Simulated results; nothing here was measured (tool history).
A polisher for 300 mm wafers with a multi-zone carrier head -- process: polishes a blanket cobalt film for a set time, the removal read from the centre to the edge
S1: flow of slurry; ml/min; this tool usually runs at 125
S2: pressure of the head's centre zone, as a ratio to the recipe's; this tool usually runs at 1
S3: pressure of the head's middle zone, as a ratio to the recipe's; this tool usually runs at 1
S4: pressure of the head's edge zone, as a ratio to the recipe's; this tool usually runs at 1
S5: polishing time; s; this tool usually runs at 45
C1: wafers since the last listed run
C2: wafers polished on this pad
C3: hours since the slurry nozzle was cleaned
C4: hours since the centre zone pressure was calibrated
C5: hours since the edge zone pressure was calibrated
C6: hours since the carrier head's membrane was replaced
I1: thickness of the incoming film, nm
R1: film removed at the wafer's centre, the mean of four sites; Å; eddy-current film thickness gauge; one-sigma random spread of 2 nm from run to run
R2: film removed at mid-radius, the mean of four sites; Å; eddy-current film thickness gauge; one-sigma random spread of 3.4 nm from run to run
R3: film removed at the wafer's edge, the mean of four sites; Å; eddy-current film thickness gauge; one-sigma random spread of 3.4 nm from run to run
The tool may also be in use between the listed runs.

run,hour,S1,S2,S3,S4,S5,C1,C2,C3,C4,C5,C6,I1,R1,R2,R3
1,0,125,1,1,1,45,0,644,226.8,156.3,325.6,614.8,1577.2,2429,2515,2499
2,32.3,125,1,1,1,45,293,937,259.1,188.6,357.9,647.1,1566.9,2449,2566,2484
3,77.2,125,1,1,1,45,407,1345,304,233.5,402.8,692,1591.4,2479,2577,2485
# hour 98.9: edge zone pressure recalibrated
4,122.6,125,1,1,1,45,394,1739,349.4,278.9,23.7,737.4,1586.2,2421,2492,2561
# hour 149: slurry nozzle cleaned
# hour 186.3: centre zone pressure recalibrated
# hour 284.4: worn pad replaced by a new one
5,335.7,125,1,1,1,45,1871,466,186.7,149.4,236.8,950.5,1592.6,2471,2571,2486
6,380.2,125,1,0.88,1.07,33,404,870,231.2,193.9,281.3,995,1575.2,1758,1672,1829
7,434,125,1,1,1,45,488,1358,285,247.7,335.1,1048.8,1606.4,2371,2503,2533
# hour 454.3: carrier head's membrane replaced by a new one
# hour 476.6: slurry nozzle cleaned
8,482.1,125,1,1,1,45,382,1741,5.5,295.8,383.2,27.8,1580.6,2411,2570,2512
# hour 488: edge zone pressure recalibrated
9,545.9,165,1,1,0.96,45,561,2302,69.3,359.6,57.9,91.6,1560.8,2465,2656,2519
10,583.8,125,1,1,1,45,344,2646,107.2,397.5,95.8,129.5,1601.6,2372,2467,2450
# hour 617.4: centre zone pressure recalibrated
11,625.3,125,1.11,1.12,1,45,358,3005,148.7,7.9,137.3,171,1581.8,2808,2855,2494
12,687.1,125,1,1,1,55,561,3567,210.5,69.7,199.1,232.8,1588.7,3044,3107,3075
# hour 714.7: worn pad replaced by a new one, of another model than before
13,752.1,125,1,0.88,1.07,33,554,339,275.5,134.7,264.1,297.8,1581.2,1812,1695,1868
14,784.8,125,0.89,1,1,33,297,636,308.2,167.4,296.8,330.5,1597.4,1592,1904,1832
15,854.6,125,0.95,1,1.08,54,633,1270,378,237.2,366.6,400.3,1575.7,2726,3010,3066
# hour 877.3: slurry nozzle cleaned
16,907.1,125,1.08,1.06,1,45,467,1738,29.8,289.7,419.1,452.8,1594,2560,2688,2479
# hour 912: edge zone pressure recalibrated
17,963.7,125,1,1.1,1,36,495,2234,86.4,346.3,51.7,509.4,1579.1,1909,2196,1998
# hour 978.4: centre zone pressure recalibrated
18,988.7,125,1,1,1,32,208,2443,111.4,10.3,76.7,534.4,1567.5,1819,1785,1797
# hour 1108.7: worn pad replaced by a new one
19,1133.1,125,1,1,1,45,1275,221,255.8,154.7,221.1,678.8,1556.4,2450,2556,2434
20,1204.6,125,1,1,1,45,649,870,327.3,226.2,292.6,750.3,1568.9,2410,2562,2473
# hour 1234.4: slurry nozzle cleaned
21,1272,165,0.91,1,1.12,45,603,1474,37.6,293.6,360,817.7,1580.9,2350,2653,2703
22,1307.7,125,1,1,1,54,324,1798,73.3,329.3,395.7,853.4,1600.6,2884,3040,3018
# hour 1333.9: centre zone pressure recalibrated
23,1367.5,165,1.05,1,1,45,524,2323,133.1,33.6,455.5,913.2,1612.2,2859,2690,2673

For some of the steps in R1 from one run to the next: how much would appear even if the tool had no hidden state, given the settings, what came in and random variation, and how much remains for the hidden state plus any gauge scatter that the measured result and the result without hidden state don't share?
Hidden state present: removal rate lost through wear of the pad, %; slurry flow missing at the pad, %; deviation of the centre zone's pressure from its setpoint, %; deviation of the edge zone's pressure from its setpoint, %.
Run 10 -> 11: S2 1 -> 1.11, S3 1 -> 1.12, centre zone pressure recalibrated. R1 +436 Å: hidden state +169, all else +267.
Run 12 -> 13: S3 1 -> 0.88, S4 1 -> 1.07, S5 55 -> 33, worn pad replaced by a new one, of another model than before. R1 -1232 Å: hidden state +19, all else -1251.
Run 14 -> 15: S2 0.89 -> 0.95, S4 1 -> 1.08, S5 33 -> 54. R1 +1134 Å: hidden state -103, all else +1237.
Run 22 -> 23: S1 125 -> 165, S2 1 -> 1.05, S5 54 -> 45, centre zone pressure recalibrated. R1 -25 Å: hidden state +150, all else -175.

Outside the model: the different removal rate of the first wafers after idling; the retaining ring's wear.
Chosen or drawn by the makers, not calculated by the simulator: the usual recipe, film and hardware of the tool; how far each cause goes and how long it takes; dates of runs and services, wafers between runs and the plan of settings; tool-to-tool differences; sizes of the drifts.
